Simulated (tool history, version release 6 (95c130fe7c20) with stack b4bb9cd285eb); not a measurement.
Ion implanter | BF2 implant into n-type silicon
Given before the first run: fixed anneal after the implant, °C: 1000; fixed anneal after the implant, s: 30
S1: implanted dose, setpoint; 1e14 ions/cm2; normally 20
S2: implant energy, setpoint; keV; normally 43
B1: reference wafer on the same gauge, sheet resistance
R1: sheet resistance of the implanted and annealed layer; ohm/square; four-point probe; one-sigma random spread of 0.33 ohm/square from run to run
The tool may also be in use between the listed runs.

run	hour	S1	S2	B1	R1
1	0	20	43	111.96	104.91
2	75.2	20	43	111.99	105.48
3	132.9	20	43	112	105.35
4	209.8	24.2	43	111.89	103.38
5	289.1	24.2	43	112.05	103.73
6	363.3	24.2	43	111.93	103.75
7	433.6	20	43	111.88	105.48
8	503.1	20	43	112.05	105.67
9	604.4	20	43	111.96	105.87
# hour 673.7: Faraday cup replaced and dose calibrated
10	674.2	20	43	111.89	105.19
11	744.2	18.73	53	111.95	96.42
12	783.2	23.65	33.5	111.95	117.61
13	835.6	23.65	33.5	112.03	117.74
14	940.7	23.65	33.5	112.09	117.7
15	1043	20	43	112.18	105.18
16	1107.3	20	43	112.11	105.74
17	1143.6	20	43	111.85	105.77
18	1184.6	20	36.5	111.89	114.17
19	1249	24.74	55	111.96	90.6
20	1314.8	15.83	37.5	112.15	117.09
# hour 1382: gauge calibrated
# hour 1394.9: extraction supply calibrated
21	1415.8	16.26	47	112.04	105.09
22	1486.3	15.26	29.5	112.03	131
23	1581.7	20	43	111.91	104.85
24	1621.8	20	53.5	111.9	94.04
25	1728	20	43	112	105.57
26	1789.7	17.77	34.5	111.96	119.02

Run 27, settings as shown, results not yet in. Your forecast:
27	1840.5	20	43	?	?

{"run 27": {"B1": 112.01, "R1": 105.3}}
With the hidden condition absent and the run-to-run variation left alone, this run would have shown R1 105.3 ohm/square.
